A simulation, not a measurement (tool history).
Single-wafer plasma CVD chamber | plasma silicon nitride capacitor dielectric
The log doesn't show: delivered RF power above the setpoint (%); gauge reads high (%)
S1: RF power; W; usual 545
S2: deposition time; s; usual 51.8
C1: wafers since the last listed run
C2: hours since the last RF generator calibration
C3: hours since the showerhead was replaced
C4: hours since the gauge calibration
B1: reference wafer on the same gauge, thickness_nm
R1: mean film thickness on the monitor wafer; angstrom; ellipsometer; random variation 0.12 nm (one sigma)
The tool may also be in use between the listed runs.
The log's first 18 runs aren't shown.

| run | hour | S1 | S2 | C1 | C2 | C3 | C4 | B1 | R1 |
|---|---|---|---|---|---|---|---|---|---|
| 19 | 270.9 | 490 | 54.6 | 146 | 96 | 12 | 373.7 | 77.191 | 813.35 |
| 20 | 281.6 | 545 | 51.8 | 136 | 106.7 | 22.7 | 384.4 | 77.193 | 794.82 |
| 21 | 288.7 | 440 | 59 | 90 | 113.8 | 29.8 | 391.5 | 77.189 | 853.27 |
| 22 | 303.3 | 635 | 48.3 | 185 | 128.4 | 44.4 | 406.1 | 77.197 | 776.53 |
|  | 304.1 | gauge calibrated |
| 23 | 320.9 | 600 | 51.8 | 223 | 146 | 62 | 16.8 | 77.21 | 817.52 |
| 24 | 330.6 | 610 | 45.9 | 123 | 155.7 | 71.7 | 26.5 | 77.219 | 726.91 |
| 25 | 341.7 | 600 | 56.4 | 141 | 166.8 | 82.8 | 37.6 | 77.204 | 890.77 |
| 26 | 356.6 | 500 | 48.8 | 189 | 181.7 | 97.7 | 52.5 | 77.184 | 731.55 |
| 27 | 363.1 | 545 | 55.5 | 82 | 188.2 | 104.2 | 59 | 77.228 | 851.31 |
| 28 | 380.9 | 545 | 46.7 | 226 | 206 | 122 | 76.8 | 77.194 | 717.14 |
| 29 | 387.8 | 445 | 55 | 87 | 212.9 | 128.9 | 83.7 | 77.231 | 796.58 |
| 30 | 398.9 | 545 | 58.3 | 141 | 224 | 140 | 94.8 | 77.233 | 894.02 |
| 31 | 414.9 | 630 | 51.8 | 203 | 240 | 156 | 110.8 | 77.173 | 830.72 |
| 32 | 425.2 | 445 | 59.3 | 130 | 250.3 | 166.3 | 121.1 | 77.19 | 860.81 |
| 33 | 468 | 440 | 59 | 544 | 293.1 | 209.1 | 163.9 | 77.203 | 852.08 |
| 34 | 474.2 | 485 | 42.2 | 78 | 299.3 | 215.3 | 170.1 | 77.204 | 626.37 |
| 35 | 481.9 | 635 | 47.2 | 97 | 307 | 223 | 177.8 | 77.215 | 756.58 |
| 36 | 492.6 | 545 | 57.4 | 136 | 317.7 | 233.7 | 188.5 | 77.175 | 880.28 |
| 37 | 510.4 | 630 | 51.8 | 226 | 335.5 | 251.5 | 206.3 | 77.196 | 826.6 |
| 38 | 522.6 | 460 | 61.8 | 155 | 347.7 | 263.7 | 218.5 | 77.223 | 902.89 |
| 39 | 530 | 545 | 51.8 | 94 | 355.1 | 271.1 | 225.9 | 77.208 | 795.85 |
| 40 | 546.8 | 440 | 45.4 | 213 | 371.9 | 287.9 | 242.7 | 77.197 | 655.36 |

The next listed run, before its measurement:
| 41 | 552.8 | 465 | 60.8 | 76 | 377.9 | 293.9 | 248.7 | ? | ? |

{"run 41": {"B1": 77.213, "R1": 893.99}}
Without the tool's hidden state the same run would have given R1 895.9 angstrom.

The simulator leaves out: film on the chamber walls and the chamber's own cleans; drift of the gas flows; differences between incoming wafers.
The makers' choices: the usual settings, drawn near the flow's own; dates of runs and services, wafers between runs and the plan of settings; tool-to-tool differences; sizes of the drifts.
